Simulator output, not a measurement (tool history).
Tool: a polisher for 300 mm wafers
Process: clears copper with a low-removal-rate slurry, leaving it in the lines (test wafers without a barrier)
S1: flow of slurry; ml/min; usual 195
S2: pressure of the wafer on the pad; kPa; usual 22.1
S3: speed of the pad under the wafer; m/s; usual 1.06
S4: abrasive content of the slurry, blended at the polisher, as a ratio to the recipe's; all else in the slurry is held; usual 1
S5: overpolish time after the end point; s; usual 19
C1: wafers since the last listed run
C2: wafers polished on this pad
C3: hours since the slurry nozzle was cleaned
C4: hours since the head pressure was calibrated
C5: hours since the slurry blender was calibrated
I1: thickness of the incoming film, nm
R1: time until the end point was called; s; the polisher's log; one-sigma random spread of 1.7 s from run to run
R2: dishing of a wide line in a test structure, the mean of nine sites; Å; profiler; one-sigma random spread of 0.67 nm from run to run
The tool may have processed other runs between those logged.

run	hour	S1	S2	S3	S4	S5	C1	C2	C3	C4	C5	I1	R1	R2
1	0	195	22.1	1.06	1	19	0	1821	419.2	353.4	180.6	272.4	107.7	357
2	65.1	195	28.3	1.06	1	19	670	2492	484.3	418.5	245.7	268.3	79.3	452
3	101.7	195	20	1.06	1	19	376	2868	520.9	455.1	282.3	270.7	113.4	338
4	189	195	22.1	1.06	1	19	898	3767	608.2	542.4	369.6	267.4	100.9	351
# hour 227.7: slurry nozzle cleaned
5	264.9	195	22.1	0.82	1	19	771	4539	37.2	618.3	445.5	273.9	135.4	295
6	333.9	195	22.1	0.82	1	19	710	5249	106.2	687.3	514.5	267.2	132.1	292
7	390.6	195	22.1	1.06	1	19	583	5833	162.9	744	571.2	275	105.4	360
# hour 399.3: slurry blender recalibrated
# hour 475.1: worn pad replaced by a new one
8	479.6	195	25.5	1.06	1	21	854	46	251.9	833	80.3	267.2	89.3	439
# hour 487.7: head pressure recalibrated
9	546.3	195	25.5	1.06	1	21	666	712	318.6	58.6	147	270.5	94.1	419
10	621.1	195	22.1	1.06	1.1	19	770	1482	393.4	133.4	221.8	270.1	110.8	344
11	676	195	22.1	1.06	1	19	565	2047	448.3	188.3	276.7	268.1	112	338
12	768.2	195	18.6	0.82	1	28	949	2997	540.5	280.5	368.9	268.4	175.7	325
# hour 815.5: slurry nozzle cleaned
# hour 998: slurry blender recalibrated
13	999.9	195	15.2	0.72	1.3	15	2354	5352	184.4	512.2	1.9	271.2	243.2	133
14	1049.6	195	22.1	0.7	1.2	8	511	5863	234.1	561.9	51.6	275	170.9	103
# hour 1110.9: worn pad replaced by a new one
15	1137.8	220	22.1	1.2	1.2	19	866	277	322.3	650.1	139.8	269.9	98.3	382
# hour 1145.3: head pressure recalibrated, repeated, since the last time left the tool worse
16	1210.6	170	29.6	1.06	1	19	728	1006	395.1	65.3	212.6	270.1	74.6	466
17	1315	195	22.1	0.72	1	16	1074	2081	499.5	169.7	317	273.7	151.4	228
18	1368	195	22.1	0.86	1	13	545	2627	552.5	222.7	370	269.3	125.4	220
# hour 1387: slurry nozzle cleaned
19	1412.3	195	22.1	0.86	1	19	445	3072	25.3	267	414.3	268.6	124.1	302
20	1453.8	195	22.1	1.06	1	19	427	3500	66.8	308.5	455.8	271.8	100.7	361
21	1497	255	22.1	1.06	1	19	444	3945	110	351.7	499	267.3	99.7	375
22	1585.2	195	15.2	0.7	1	19	908	4853	198.2	439.9	587.2	273.4	232.1	178
# hour 1654.2: slurry blender recalibrated
# hour 1670.8: worn pad replaced by a new one
23	1675	160	22.1	1.06	1.1	19	862	43	288	529.7	20.8	269.2	105.9	356
24	1761.2	195	22.1	0.72	1	19	887	931	374.2	615.9	107	269.9	153	251
# hour 1888.5: slurry nozzle cleaned
# hour 1933.9: head pressure recalibrated
25	1952.5	195	22.1	0.9	1.1	19	1938	2870	64	18.6	298.3	273.1	113.6	342
26	2052	195	22.1	1.06	1	19	1024	3894	163.5	118.1	397.8	270.1	96	368
27	2091.6	195	22.1	1.06	1	19	407	4302	203.1	157.7	437.4	270.5	101	372
28	2168.4	155	22.1	1.36	1.15	19	790	5093	279.9	234.5	514.2	265	77.1	450

How the hidden state differs across the entries between the runs, from the last listed run before each to the first after it:
From run 4 to run 5: slurry nozzle cleaned (hour 227.7)
  deviation of the head's pressure from its setpoint, %: -5.25 -> -5.48
  the result without the hidden state subtracted from the measured one, R1: +5.3 -> +7.4 s; R2: -17 -> -16 Å
From run 7 to run 8: slurry blender recalibrated (hour 399.3); worn pad replaced by a new one (hour 475.1)
  deviation of the head's pressure from its setpoint, %: -5.75 -> -5.88
  the result without the hidden state subtracted from the measured one, R1: +6 -> +5.2 s; R2: -19 -> -23 Å
From run 8 to run 9: head pressure recalibrated (hour 487.7)
  deviation of the head's pressure from its setpoint, %: -5.88 -> -11.1
  the result without the hidden state subtracted from the measured one, R1: +5.2 -> +10.4 s; R2: -23 -> -44 Å
From run 12 to run 13: slurry nozzle cleaned (hour 815.5); slurry blender recalibrated (hour 998)
  deviation of the head's pressure from its setpoint, %: -13.9 -> -15.2
  the result without the hidden state subtracted from the measured one, R1: +24.3 -> +37 s; R2: -46 -> -23 Å
From run 14 to run 15: worn pad replaced by a new one (hour 1110.9)
  deviation of the head's pressure from its setpoint, %: -15.4 -> -15.6
  the result without the hidden state subtracted from the measured one, R1: +26.3 -> +15.4 s; R2: -18 -> -59 Å
From run 15 to run 16: head pressure recalibrated, repeated, since the last time left the tool worse (hour 1145.3)
  deviation of the head's pressure from its setpoint, %: -15.6 -> -2.13
  the result without the hidden state subtracted from the measured one, R1: +15.4 -> +1.6 s; R2: -59 -> -8 Å
From run 18 to run 19: slurry nozzle cleaned (hour 1387)
  deviation of the head's pressure from its setpoint, %: -4.24 -> -4.65
  the result without the hidden state subtracted from the measured one, R1: +5.3 -> +5.8 s; R2: -8 -> -13 Å
From run 22 to run 23: slurry blender recalibrated (hour 1654.2); worn pad replaced by a new one (hour 1670.8)
  deviation of the head's pressure from its setpoint, %: -5.79 -> -6.17
  the result without the hidden state subtracted from the measured one, R1: +13.4 -> +6.5 s; R2: -10 -> -20 Å
From run 24 to run 25: slurry nozzle cleaned (hour 1888.5); head pressure recalibrated (hour 1933.9)
  deviation of the head's pressure from its setpoint, %: -6.43 -> 0.565
  the result without the hidden state subtracted from the measured one, R1: +9.8 -> -0.6 s; R2: -16 -> +2 Å
